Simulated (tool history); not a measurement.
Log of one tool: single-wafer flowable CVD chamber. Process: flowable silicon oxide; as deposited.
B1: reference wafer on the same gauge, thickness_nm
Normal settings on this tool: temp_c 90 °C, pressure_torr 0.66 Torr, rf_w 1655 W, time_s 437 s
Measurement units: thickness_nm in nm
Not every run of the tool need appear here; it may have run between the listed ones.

Run 1, day 0: usual settings but pressure_torr 0.762 Torr; B1 289.389. Result: thickness_nm 294.895 nm.
Run 2, day 0.921: usual settings; B1 289.307. Result: thickness_nm 256.473 nm.
Run 3, day 1.425: usual settings; B1 290.065. Result: thickness_nm 255.957 nm.
At day 1.712: gauge calibrated.
Run 4, day 2.258: usual settings; B1 290.183. Result: thickness_nm 254.89 nm.
Run 5, day 3.492: usual settings; B1 290.273. Result: thickness_nm 254.766 nm.
Run 6, day 4.7: usual settings but rf_w 1825 W; B1 289.818. Result: thickness_nm 260.844 nm.
Run 7, day 5.771: usual settings but rf_w 1825 W; B1 289.539. Result: thickness_nm 263.485 nm.
Run 8, day 6.583: usual settings but time_s 406 s; B1 290.238. Result: thickness_nm 235.839 nm.
Run 9, day 7.458: usual settings but time_s 406 s; B1 289.903. Result: thickness_nm 236.134 nm.
Run 10, day 8.65: usual settings but temp_c 100 °C, pressure_torr 0.713 Torr; B1 290.556. Result: thickness_nm 205.591 nm.
Run 11, day 10.242: usual settings but temp_c 100 °C, pressure_torr 0.713 Torr; B1 290.084. Result: thickness_nm 206.486 nm.
At day 11.042: showerhead replaced.
Run 12, day 11.062: usual settings but temp_c 100 °C, pressure_torr 0.713 Torr; B1 289.947. Result: thickness_nm 206.685 nm.
Run 13, day 12.388: usual settings; B1 289.501. Result: thickness_nm 253.087 nm.
At day 12.833: capacitance manometer re-zeroed and calibrated.
Run 14, day 13.558: usual settings; B1 289.964. Result: thickness_nm 254.484 nm.

Estimate the outcome of run 15 from the log above:
Run 15, day 14.862: usual settings; B1 ?. Result: thickness_nm ?.

{"run 15": {"B1": 289.557, "thickness_nm": 253.886}}
With no hidden state in the tool, this same run would have given thickness_nm 259.568 nm.
